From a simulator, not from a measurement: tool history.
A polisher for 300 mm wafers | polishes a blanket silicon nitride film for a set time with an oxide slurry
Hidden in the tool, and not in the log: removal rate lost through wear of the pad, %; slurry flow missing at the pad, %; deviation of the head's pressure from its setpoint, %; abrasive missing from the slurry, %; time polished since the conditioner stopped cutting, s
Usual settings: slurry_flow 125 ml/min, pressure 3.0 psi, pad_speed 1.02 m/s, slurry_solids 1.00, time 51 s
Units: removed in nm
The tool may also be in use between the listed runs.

run	hour	slurry_flow	pressure	pad_speed	slurry_solids	time	wafers since the last listed run	wafers polished on this pad	hours since the slurry nozzle was cleaned	hours since the head pressure was calibrated	hours since the slurry blender was calibrated	hours since the conditioning disc was replaced	incoming thickness of the incoming film, nm	removed
1	0.0	125	3.0	0.94	1.00	51	0	1776	71.2	392.2	384.4	286.1	568.7	24.8
2	86.0	125	3.0	0.94	1.00	51	645	2421	157.2	478.2	470.4	372.1	571.5	24.4
3	125.4	125	3.0	0.94	1.00	51	295	2717	196.6	517.6	509.8	411.5	572.9	24.2
# hour 145.1: slurry blender recalibrated
4	190.4	125	3.0	1.02	1.00	51	472	3190	261.6	582.6	45.3	476.5	564.9	26.3
# hour 205.5: conditioning disc replaced and pad reconditioned
# hour 216.5: worn pad replaced by a new one
5	247.6	125	3.0	1.26	1.00	51	384	233	318.8	639.8	102.5	42.1	570.8	30.8
6	321.4	125	3.0	1.02	1.00	51	554	787	392.6	713.6	176.3	115.9	557.7	26.3
7	363.8	125	3.0	1.02	1.00	51	318	1105	435.0	756.0	218.7	158.3	576.1	26.0
8	449.2	125	3.0	1.02	1.00	51	641	1746	520.4	841.4	304.1	243.7	563.5	26.2
# hour 458.0: slurry nozzle cleaned
9	509.9	125	3.5	1.02	1.00	51	448	2194	51.9	902.1	364.8	304.4	570.0	30.1
# hour 601.3: head pressure recalibrated
10	612.9	95	3.7	1.02	1.20	61	758	2952	154.9	11.6	467.8	407.4	566.5	38.0
# hour 700.4: worn pad replaced by a new one
# hour 702.8: slurry blender recalibrated
11	709.8	125	3.0	0.94	1.00	51	682	55	251.8	108.5	7.0	504.3	570.3	24.8
# hour 759.5: conditioning disc replaced and pad reconditioned
12	763.3	125	2.0	1.02	1.00	46	386	442	305.3	162.0	60.5	3.8	559.3	16.0
13	800.2	125	3.0	1.02	1.00	41	277	719	342.2	198.9	97.4	40.7	572.2	20.9
14	895.6	155	3.0	0.90	0.80	36	716	1435	437.6	294.3	192.8	136.1	566.8	15.9
# hour 954.4: slurry nozzle cleaned
15	996.1	100	3.3	0.74	0.75	51	746	2182	41.7	394.8	293.3	236.6	568.3	18.7
# hour 1126.0: slurry blender recalibrated
# hour 1146.9: worn pad replaced by a new one
16	1178.4	125	3.0	0.70	1.00	35	1323	236	224.0	577.1	52.4	418.9	578.7	13.0
17	1242.5	125	3.5	1.02	1.10	51	481	717	288.1	641.2	116.5	483.0	568.1	31.7
# hour 1271.5: conditioning disc replaced and pad reconditioned
18	1341.4	125	3.0	1.02	1.00	51	727	1445	387.0	740.1	215.4	69.9	569.1	26.4
19	1428.4	125	2.3	1.02	1.00	64	653	2098	474.0	827.1	302.4	156.9	558.1	25.7
20	1525.4	125	3.0	1.02	1.00	51	728	2826	571.0	924.1	399.4	253.9	563.4	26.3
# hour 1566.0: slurry nozzle cleaned
21	1589.9	125	3.0	1.12	1.00	51	476	3303	23.9	988.6	463.9	318.4	563.7	28.3
# hour 1595.1: worn pad replaced by a new one
# hour 1600.1: slurry blender recalibrated
# hour 1637.3: head pressure recalibrated
22	1659.9	105	3.5	1.02	1.00	61	465	456	93.9	22.6	59.8	388.4	567.4	35.1
23	1698.8	135	3.0	1.02	1.00	44	292	748	132.8	61.5	98.7	427.3	566.1	22.8
24	1744.2	125	3.0	1.02	1.00	51	340	1089	178.2	106.9	144.1	472.7	573.7	26.1

Hidden state at the last listed run before each entry between runs and at the first one after, where it differs:
Between runs 3 and 4: slurry blender recalibrated (hour 145.1)
  no hidden state differs between the two runs
Between runs 4 and 5: conditioning disc replaced and pad reconditioned (hour 205.5); worn pad replaced by a new one (hour 216.5)
  no hidden state differs between the two runs
Between runs 8 and 9: slurry nozzle cleaned (hour 458.0)
  no hidden state differs between the two runs
Between runs 9 and 10: head pressure recalibrated (hour 601.3)
  no hidden state differs between the two runs
Between runs 10 and 11: worn pad replaced by a new one (hour 700.4); slurry blender recalibrated (hour 702.8)
  no hidden state differs between the two runs
Between runs 11 and 12: conditioning disc replaced and pad reconditioned (hour 759.5)
  no hidden state differs between the two runs
Between runs 14 and 15: slurry nozzle cleaned (hour 954.4)
  no hidden state differs between the two runs
Between runs 15 and 16: slurry blender recalibrated (hour 1126.0); worn pad replaced by a new one (hour 1146.9)
  no hidden state differs between the two runs
Between runs 17 and 18: conditioning disc replaced and pad reconditioned (hour 1271.5)
  no hidden state differs between the two runs
Between runs 20 and 21: slurry nozzle cleaned (hour 1566.0)
  no hidden state differs between the two runs
Between runs 21 and 22: worn pad replaced by a new one (hour 1595.1); slurry blender recalibrated (hour 1600.1); head pressure recalibrated (hour 1637.3)
  no hidden state differs between the two runs

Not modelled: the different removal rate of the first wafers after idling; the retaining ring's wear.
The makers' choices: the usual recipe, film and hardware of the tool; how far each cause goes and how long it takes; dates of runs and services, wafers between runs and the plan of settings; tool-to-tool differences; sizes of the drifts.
